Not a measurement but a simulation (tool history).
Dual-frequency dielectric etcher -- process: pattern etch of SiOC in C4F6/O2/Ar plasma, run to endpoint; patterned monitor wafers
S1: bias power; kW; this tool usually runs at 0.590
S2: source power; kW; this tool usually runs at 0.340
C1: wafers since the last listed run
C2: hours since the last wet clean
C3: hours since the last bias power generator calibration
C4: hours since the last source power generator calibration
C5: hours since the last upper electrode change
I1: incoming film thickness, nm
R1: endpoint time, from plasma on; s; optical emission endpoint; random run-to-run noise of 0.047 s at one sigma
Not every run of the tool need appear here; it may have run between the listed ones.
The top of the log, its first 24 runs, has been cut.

run	day	S1	S2	C1	C2	C3	C4	C5	I1	R1
25	12.850	0.590	0.340	230	95.2	46.2	122.9	2700.8	50.18	15.9
# day 14.304: upper electrode replaced
26	14.325	0.528	0.300	202	130.6	81.6	158.3	0.5	49.71	17.2
27	14.338	0.647	0.310	5	130.9	81.9	158.6	0.8	49.76	15.8
28	14.350	0.658	0.290	5	131.2	82.2	158.9	1.1	50.17	16.3
29	14.688	0.676	0.400	143	139.3	90.3	167.0	9.2	50.06	13.9
30	15.242	0.683	0.410	235	152.6	103.6	180.3	22.5	49.50	13.6
31	17.071	0.476	0.370	778	196.5	147.5	224.2	66.4	49.71	16.1
32	17.412	0.590	0.340	145	204.7	155.7	232.4	74.6	49.92	15.5
33	18.129	0.706	0.300	304	221.9	172.9	249.6	91.8	50.11	15.4

Predict each of these 4 candidate next runs independently; none follows another, all start after run 33:
A	18.146	0.482	0.340	7	222.3	173.3	250.0	92.2	49.45	?
B	18.146	0.486	0.340	7	222.3	173.3	250.0	92.2	49.45	?
C	18.146	0.712	0.410	7	222.3	173.3	250.0	92.2	49.45	?
D	18.146	0.547	0.360	7	222.3	173.3	250.0	92.2	49.45	?

run	R1
A	16.5
B	16.4
C	13.2
D	15.4
Without the tool's unlogged condition, the same runs would have read:
run	R1
A	16.7
B	16.7
C	13.4
D	15.6

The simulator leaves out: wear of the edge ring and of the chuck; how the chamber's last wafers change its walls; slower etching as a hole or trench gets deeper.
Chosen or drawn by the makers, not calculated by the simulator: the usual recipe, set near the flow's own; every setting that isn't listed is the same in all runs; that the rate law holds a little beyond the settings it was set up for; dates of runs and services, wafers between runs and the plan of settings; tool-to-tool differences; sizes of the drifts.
